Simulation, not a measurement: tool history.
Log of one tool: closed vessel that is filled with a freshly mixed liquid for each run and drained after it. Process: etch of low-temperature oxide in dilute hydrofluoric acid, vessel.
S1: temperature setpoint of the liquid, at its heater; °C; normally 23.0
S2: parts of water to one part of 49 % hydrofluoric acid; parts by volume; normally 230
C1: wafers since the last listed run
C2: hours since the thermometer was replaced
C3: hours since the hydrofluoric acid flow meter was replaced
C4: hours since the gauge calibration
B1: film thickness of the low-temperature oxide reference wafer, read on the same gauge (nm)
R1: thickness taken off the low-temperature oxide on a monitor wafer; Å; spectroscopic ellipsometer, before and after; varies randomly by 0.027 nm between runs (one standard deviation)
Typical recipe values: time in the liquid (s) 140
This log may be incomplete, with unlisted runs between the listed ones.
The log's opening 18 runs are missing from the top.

run 19 day=39.042 | S1=23.0 S2=230 time_in_the_liquid_(s)=140 | C1=3418 C2=1863.8 C3=829.5 C4=1177.0 | B1=129.99 | R1=92.7
-- day=40.746 thermometer replaced
-- day=40.804 gauge calibrated
run 20 day=41.875 | S1=23.0 S2=230 time_in_the_liquid_(s)=195 | C1=6487 C2=27.1 C3=897.5 C4=25.7 | B1=130.02 | R1=124.0
run 21 day=44.808 | S1=23.0 S2=230 time_in_the_liquid_(s)=140 | C1=6816 C2=97.5 C3=967.9 C4=96.1 | B1=129.99 | R1=89.0
-- day=45.662 hydrofluoric acid flow meter replaced
run 22 day=46.533 | S1=23.0 S2=230 time_in_the_liquid_(s)=140 | C1=3911 C2=138.9 C3=20.9 C4=137.5 | B1=130.00 | R1=90.8
run 23 day=47.575 | S1=23.0 S2=335 time_in_the_liquid_(s)=180 | C1=2420 C2=163.9 C3=45.9 C4=162.5 | B1=130.01 | R1=72.5
run 24 day=49.504 | S1=21.0 S2=230 time_in_the_liquid_(s)=140 | C1=4483 C2=210.2 C3=92.2 C4=208.8 | B1=130.03 | R1=84.4
run 25 day=51.100 | S1=23.0 S2=260 time_in_the_liquid_(s)=110 | C1=3708 C2=248.5 C3=130.5 C4=247.1 | B1=129.97 | R1=61.1
run 26 day=53.875 | S1=23.0 S2=230 time_in_the_liquid_(s)=140 | C1=6448 C2=315.1 C3=197.1 C4=313.7 | B1=130.03 | R1=90.2
run 27 day=56.008 | S1=24.5 S2=260 time_in_the_liquid_(s)=140 | C1=4957 C2=366.3 C3=248.3 C4=364.9 | B1=129.97 | R1=82.0
run 28 day=57.042 | S1=23.0 S2=230 time_in_the_liquid_(s)=210 | C1=2401 C2=391.1 C3=273.1 C4=389.7 | B1=130.03 | R1=135.6
run 29 day=58.188 | S1=24.5 S2=125 time_in_the_liquid_(s)=95 | C1=2662 C2=418.6 C3=300.6 C4=417.2 | B1=129.98 | R1=135.2
run 30 day=60.921 | S1=23.0 S2=230 time_in_the_liquid_(s)=140 | C1=6351 C2=484.2 C3=366.2 C4=482.8 | B1=130.00 | R1=90.6
run 31 day=62.375 | S1=24.5 S2=115 time_in_the_liquid_(s)=140 | C1=3379 C2=519.1 C3=401.1 C4=517.7 | B1=130.00 | R1=218.7

Consider 5 possible next runs. They are alternatives, not a sequence: every one starts from the tool as it was left by run 31. What does each give?
run A day=62.404 | S1=23.0 S2=230 time_in_the_liquid_(s)=140 | C1=67 C2=519.8 C3=401.8 C4=518.4 | B1=? | R1=?
run B day=62.404 | S1=23.0 S2=230 time_in_the_liquid_(s)=175 | C1=67 C2=519.8 C3=401.8 C4=518.4 | B1=? | R1=?
run C day=62.404 | S1=26.5 S2=145 time_in_the_liquid_(s)=185 | C1=67 C2=519.8 C3=401.8 C4=518.4 | B1=? | R1=?
run D day=62.404 | S1=23.0 S2=290 time_in_the_liquid_(s)=60 | C1=67 C2=519.8 C3=401.8 C4=518.4 | B1=? | R1=?
run E day=62.404 | S1=26.5 S2=310 time_in_the_liquid_(s)=165 | C1=67 C2=519.8 C3=401.8 C4=518.4 | B1=? | R1=?

run=A B1=129.98 R1=90.7
run=B B1=129.98 R1=113.4
run=C B1=129.98 R1=238.1
run=D B1=129.98 R1=29.0
run=E B1=129.98 R1=82.5
Had the tool no hidden state, the same runs would have come out as:
run=A R1=90.2
run=B R1=112.7
run=C R1=236.4
run=D R1=28.9
run=E R1=82.2
